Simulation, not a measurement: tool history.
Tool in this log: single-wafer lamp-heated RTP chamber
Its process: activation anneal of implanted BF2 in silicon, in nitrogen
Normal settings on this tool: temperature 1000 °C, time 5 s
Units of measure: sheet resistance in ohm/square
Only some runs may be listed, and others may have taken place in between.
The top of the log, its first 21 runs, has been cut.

run,hour,temperature,time,"read-back reference wafer on the same gauge, sheet resistance",sheet resistance
22,1841.6,1000,5,459.6,466.24
23,1895.7,1013,3,459.23,466.12
24,1936.9,1027,3,459.07,469.18
25,2010.4,970,7,459.09,478.28
26,2064.5,1000,5,458.39,467.12
27,2152.6,1016,4,458.73,470.39
28,2214.4,1000,5,458.42,466.35
29,2254.5,1000,5,458.92,467.89
30,2298.7,1000,5,459.26,463.45
# hour 2331.5: pyrometer window cleaned and pyrometer calibrated
31,2357.8,973,6,458.87,479.95
32,2399.1,1021,4,458.94,468.47
# hour 2436.3: reflector plate cleaned
33,2439.8,1000,5,458.13,465.42
34,2517.9,1016,7,459.69,465.46
# hour 2579.8: gauge calibrated
35,2621.4,1011,4,459.19,468.85
36,2684.5,989,7,459.03,467.76

Alternative continuations, all from the tool just after run 36; predict every row:
A,2684.9,1000,5,?,?
B,2684.9,972,8,?,?
C,2684.9,1027,5,?,?
D,2684.9,976,3,?,?
E,2684.9,982,5,?,?

run,"read-back reference wafer on the same gauge, sheet resistance",sheet resistance
A,458.98,466.59
B,458.98,477.45
C,458.98,468.11
D,458.98,476.19
E,458.98,471.04
Without the tool's unlogged condition, the same runs would have read:
run,sheet resistance
A,466.59
B,477.45
C,468.11
D,476.19
E,471.04
